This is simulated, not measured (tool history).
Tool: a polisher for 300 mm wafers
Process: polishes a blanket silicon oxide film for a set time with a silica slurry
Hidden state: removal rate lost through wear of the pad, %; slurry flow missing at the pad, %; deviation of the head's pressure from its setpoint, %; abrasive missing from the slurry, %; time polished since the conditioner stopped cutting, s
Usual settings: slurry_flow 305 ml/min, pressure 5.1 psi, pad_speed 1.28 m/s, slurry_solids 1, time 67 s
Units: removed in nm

run,hour,slurry_flow,pressure,pad_speed,slurry_solids,time,wafers since the last listed run,wafers polished on this pad,hours since the slurry nozzle was cleaned,hours since the head pressure was calibrated,hours since the slurry blender was calibrated,hours since the conditioning disc was replaced,"incoming thickness of the incoming film, nm",removed
1,0,305,5.1,1.28,1,67,0,157,815.2,116.7,204.7,49.1,987.3,286.8
# hour 3: slurry blender recalibrated
2,13.4,305,5.1,1.28,1,67,152,309,828.6,130.1,10.4,62.5,984.1,292.5
# hour 17.3: slurry nozzle cleaned
3,23.9,305,4.6,0.92,1,67,126,436,6.6,140.6,20.9,73,994.2,200.2
4,40.2,360,4.5,1.28,1,67,217,653,22.9,156.9,37.2,89.3,985.7,255.6
5,56.7,305,4.5,1.28,1.3,44,220,873,39.4,173.4,53.7,105.8,995,186.1
6,65.5,305,4.5,1.28,1.3,44,117,991,48.2,182.2,62.5,114.6,994.2,182.9
7,83,305,5.1,1.28,1,49,233,1224,65.7,199.7,80,132.1,984.2,205.2
# hour 86.3: conditioning disc replaced and pad reconditioned
8,100.4,305,5.1,1.16,1.25,67,205,1430,83.1,217.1,97.4,14.1,990.1,282
# hour 105.3: worn pad replaced by a new one
9,111.6,225,5.1,1.28,1,67,96,84,94.3,228.3,108.6,25.3,995.1,278.6
10,126.3,305,5.1,1.28,0.85,56,196,280,109,243,123.3,40,983.6,222.4
11,132.8,305,5.1,1.28,1,67,86,367,115.5,249.5,129.8,46.5,984.4,285.7
12,141.4,305,5.1,1.28,1,67,114,482,124.1,258.1,138.4,55.1,992.9,284.8
13,153.2,355,5.1,1.28,1.15,78,157,639,135.9,269.9,150.2,66.9,988,358.2
14,166.8,305,3.5,1.28,1.1,67,181,821,149.5,283.5,163.8,80.5,990.1,202.1
15,182.8,305,5.1,1.28,1,67,213,1034,165.5,299.5,179.8,96.5,980.4,282.7
16,194.9,305,6.7,1.48,1,67,161,1196,177.6,311.6,191.9,108.6,987.1,412.4
# hour 207.6: conditioning disc replaced and pad reconditioned
17,210.2,305,6.1,1.28,1,67,177,1373,192.9,326.9,207.2,2.6,997.5,335
# hour 220.1: worn pad replaced by a new one
# hour 221: slurry blender recalibrated
18,246.6,305,5.1,1.28,1,67,421,341,229.3,363.3,25.6,39,988.4,288.8
19,257.2,305,3.8,1.28,1,67,141,483,239.9,373.9,36.2,49.6,980.9,215.4
20,270.2,305,5.1,1.28,1,67,173,656,252.9,386.9,49.2,62.6,983.8,285.3
21,279.7,305,5.1,1.28,1,67,126,783,262.4,396.4,58.7,72.1,990.5,289.3
22,289.5,350,5.1,1.42,1.15,67,130,914,272.2,406.2,68.5,81.9,981,330.9
23,296.6,305,5.1,1.28,1.1,67,94,1009,279.3,413.3,75.6,89,992.4,293.1
24,309.9,305,5.1,0.94,1,67,177,1186,292.6,426.6,88.9,102.3,991.9,215.6
# hour 321.2: conditioning disc replaced and pad reconditioned
25,321.7,305,5.1,1.28,1,80,130,1317,304.4,438.4,100.7,0.5,982.3,341

5 ways to go on from here, each from the tool as it stands after run 25. What would each give?
A,322.1,305,5.1,1.28,1.15,67,5,1322,304.8,438.8,101.1,0.9,970.6,?
B,322.1,335,5.1,1.44,1,67,5,1322,304.8,438.8,101.1,0.9,970.6,?
C,322.1,275,3.4,1.28,0.9,67,5,1322,304.8,438.8,101.1,0.9,970.6,?
D,322.1,305,5.1,1.12,1,67,5,1322,304.8,438.8,101.1,0.9,970.6,?
E,322.1,390,3.8,1.28,1,67,5,1322,304.8,438.8,101.1,0.9,970.6,?

run,removed
A,296.9
B,308.6
C,174.9
D,250.5
E,211.6
Without the tool's hidden state the same runs would have given:
run,removed
A,310.8
B,323
C,183.1
D,262.2
E,221.4
